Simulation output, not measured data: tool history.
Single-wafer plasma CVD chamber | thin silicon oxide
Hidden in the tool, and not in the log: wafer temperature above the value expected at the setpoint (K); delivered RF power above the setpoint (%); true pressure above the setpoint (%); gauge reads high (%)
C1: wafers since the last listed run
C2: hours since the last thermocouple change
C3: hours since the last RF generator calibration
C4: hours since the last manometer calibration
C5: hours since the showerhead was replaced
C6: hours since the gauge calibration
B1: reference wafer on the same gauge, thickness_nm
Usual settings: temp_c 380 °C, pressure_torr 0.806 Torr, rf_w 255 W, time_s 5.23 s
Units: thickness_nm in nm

run 1 hour=0 | temp_c=380 pressure_torr=0.806 rf_w=255 time_s=4.63 | C1=0 C2=1293.2 C3=2317.5 C4=1594.1 C5=8519.3 C6=20.3 | B1=12.791 | thickness_nm=9.124
run 2 hour=9.5 | temp_c=380 pressure_torr=0.806 rf_w=255 time_s=5.23 | C1=201 C2=1302.7 C3=2327 C4=1603.6 C5=8528.8 C6=29.8 | B1=12.792 | thickness_nm=10.312
run 3 hour=16.1 | temp_c=380 pressure_torr=0.806 rf_w=255 time_s=5.23 | C1=139 C2=1309.3 C3=2333.6 C4=1610.2 C5=8535.4 C6=36.4 | B1=12.798 | thickness_nm=10.309
run 4 hour=26.1 | temp_c=380 pressure_torr=0.806 rf_w=255 time_s=5.23 | C1=211 C2=1319.3 C3=2343.6 C4=1620.2 C5=8545.4 C6=46.4 | B1=12.809 | thickness_nm=10.306
run 5 hour=32.2 | temp_c=380 pressure_torr=0.806 rf_w=255 time_s=5.23 | C1=129 C2=1325.4 C3=2349.7 C4=1626.3 C5=8551.5 C6=52.5 | B1=12.792 | thickness_nm=10.258
-- hour=46.5 showerhead replaced
run 6 hour=70.6 | temp_c=380 pressure_torr=0.806 rf_w=255 time_s=5.23 | C1=644 C2=1363.8 C3=2388.1 C4=1664.7 C5=24.1 C6=90.9 | B1=12.805 | thickness_nm=10.245
run 7 hour=85.8 | temp_c=380 pressure_torr=0.806 rf_w=255 time_s=5.23 | C1=322 C2=1379 C3=2403.3 C4=1679.9 C5=39.3 C6=106.1 | B1=12.798 | thickness_nm=10.229
-- hour=103.1 capacitance manometer re-zeroed and calibrated
run 8 hour=103.6 | temp_c=380 pressure_torr=0.7 rf_w=235 time_s=5.23 | C1=207 C2=1396.8 C3=2421.1 C4=0.5 C5=57.1 C6=123.9 | B1=12.809 | thickness_nm=9.055
run 9 hour=103.9 | temp_c=394 pressure_torr=0.639 rf_w=295 time_s=5.23 | C1=6 C2=1397.1 C3=2421.4 C4=0.8 C5=57.4 C6=124.2 | B1=12.805 | thickness_nm=8.651
run 10 hour=110.2 | temp_c=371 pressure_torr=1.004 rf_w=255 time_s=6.25 | C1=133 C2=1403.4 C3=2427.7 C4=7.1 C5=63.7 C6=130.5 | B1=12.8 | thickness_nm=15.476
run 11 hour=125.5 | temp_c=394 pressure_torr=1.001 rf_w=255 time_s=5.23 | C1=324 C2=1418.7 C3=2443 C4=22.4 C5=79 C6=145.8 | B1=12.791 | thickness_nm=12.764
run 12 hour=139.2 | temp_c=373 pressure_torr=0.727 rf_w=255 time_s=5.23 | C1=290 C2=1432.4 C3=2456.7 C4=36.1 C5=92.7 C6=159.5 | B1=12.802 | thickness_nm=9.665
run 13 hour=155.2 | temp_c=380 pressure_torr=0.806 rf_w=255 time_s=5.23 | C1=339 C2=1448.4 C3=2472.7 C4=52.1 C5=108.7 C6=175.5 | B1=12.794 | thickness_nm=10.667
run 14 hour=163.4 | temp_c=365 pressure_torr=0.806 rf_w=295 time_s=5.56 | C1=173 C2=1456.6 C3=2480.9 C4=60.3 C5=116.9 C6=183.7 | B1=12.804 | thickness_nm=11.909
run 15 hour=178.9 | temp_c=380 pressure_torr=0.806 rf_w=255 time_s=5.23 | C1=328 C2=1472.1 C3=2496.4 C4=75.8 C5=132.4 C6=199.2 | B1=12.803 | thickness_nm=10.675
run 16 hour=196.9 | temp_c=380 pressure_torr=0.686 rf_w=255 time_s=5.23 | C1=381 C2=1490.1 C3=2514.4 C4=93.8 C5=150.4 C6=217.2 | B1=12.807 | thickness_nm=9.019
run 17 hour=203.3 | temp_c=380 pressure_torr=0.806 rf_w=255 time_s=5.23 | C1=135 C2=1496.5 C3=2520.8 C4=100.2 C5=156.8 C6=223.6 | B1=12.806 | thickness_nm=10.666
-- hour=215.6 RF generator calibrated
-- hour=223.7 thermocouple changed; heater temperature recalibrated
run 18 hour=224.2 | temp_c=380 pressure_torr=0.806 rf_w=255 time_s=5.23 | C1=103 C2=0.5 C3=8.6 C4=121.1 C5=177.7 C6=244.5 | B1=12.805 | thickness_nm=10.944
run 19 hour=229.6 | temp_c=380 pressure_torr=0.806 rf_w=255 time_s=5.23 | C1=114 C2=5.9 C3=14 C4=126.5 C5=183.1 C6=249.9 | B1=12.802 | thickness_nm=10.951
run 20 hour=243.2 | temp_c=380 pressure_torr=0.93 rf_w=270 time_s=4.46 | C1=288 C2=19.5 C3=27.6 C4=140.1 C5=196.7 C6=263.5 | B1=12.801 | thickness_nm=10.746
run 21 hour=250 | temp_c=380 pressure_torr=0.629 rf_w=255 time_s=5.23 | C1=144 C2=26.3 C3=34.4 C4=146.9 C5=203.5 C6=270.3 | B1=12.801 | thickness_nm=8.384
run 22 hour=264.2 | temp_c=380 pressure_torr=0.944 rf_w=285 time_s=5.23 | C1=301 C2=40.5 C3=48.6 C4=161.1 C5=217.7 C6=284.5 | B1=12.803 | thickness_nm=12.965
run 23 hour=282.1 | temp_c=380 pressure_torr=0.806 rf_w=255 time_s=5.23 | C1=379 C2=58.4 C3=66.5 C4=179 C5=235.6 C6=302.4 | B1=12.802 | thickness_nm=10.926
run 24 hour=295.3 | temp_c=380 pressure_torr=0.806 rf_w=255 time_s=5.23 | C1=279 C2=71.6 C3=79.7 C4=192.2 C5=248.8 C6=315.6 | B1=12.795 | thickness_nm=10.951
run 25 hour=301.3 | temp_c=380 pressure_torr=0.806 rf_w=290 time_s=4.53 | C1=127 C2=77.6 C3=85.7 C4=198.2 C5=254.8 C6=321.6 | B1=12.801 | thickness_nm=9.805
run 26 hour=310.6 | temp_c=380 pressure_torr=0.973 rf_w=300 time_s=6.02 | C1=197 C2=86.9 C3=95 C4=207.5 C5=264.1 C6=330.9 | B1=12.805 | thickness_nm=15.528
run 27 hour=335.9 | temp_c=380 pressure_torr=0.998 rf_w=255 time_s=5.71 | C1=536 C2=112.2 C3=120.3 C4=232.8 C5=289.4 C6=356.2 | B1=12.802 | thickness_nm=14.32
run 28 hour=343.8 | temp_c=380 pressure_torr=0.806 rf_w=255 time_s=5.23 | C1=167 C2=120.1 C3=128.2 C4=240.7 C5=297.3 C6=364.1 | B1=12.802 | thickness_nm=10.939

4 ways to go on from here, each from the tool as it stands after run 28. What would each give?
run A hour=344.2 | temp_c=380 pressure_torr=0.806 rf_w=255 time_s=5.23 | C1=8 C2=120.5 C3=128.6 C4=241.1 C5=297.7 C6=364.5 | B1=? | thickness_nm=?
run B hour=344.2 | temp_c=380 pressure_torr=0.806 rf_w=280 time_s=4.91 | C1=8 C2=120.5 C3=128.6 C4=241.1 C5=297.7 C6=364.5 | B1=? | thickness_nm=?
run C hour=344.2 | temp_c=385 pressure_torr=0.806 rf_w=255 time_s=5.23 | C1=8 C2=120.5 C3=128.6 C4=241.1 C5=297.7 C6=364.5 | B1=? | thickness_nm=?
run D hour=344.2 | temp_c=380 pressure_torr=0.737 rf_w=225 time_s=5.97 | C1=8 C2=120.5 C3=128.6 C4=241.1 C5=297.7 C6=364.5 | B1=? | thickness_nm=?

run=A B1=12.802 thickness_nm=10.926
run=B B1=12.802 thickness_nm=10.521
run=C B1=12.802 thickness_nm=10.894
run=D B1=12.802 thickness_nm=11.019
Without the tool's hidden state the same runs would have given:
run=A thickness_nm=10.953
run=B thickness_nm=10.547
run=C thickness_nm=10.921
run=D thickness_nm=11.049
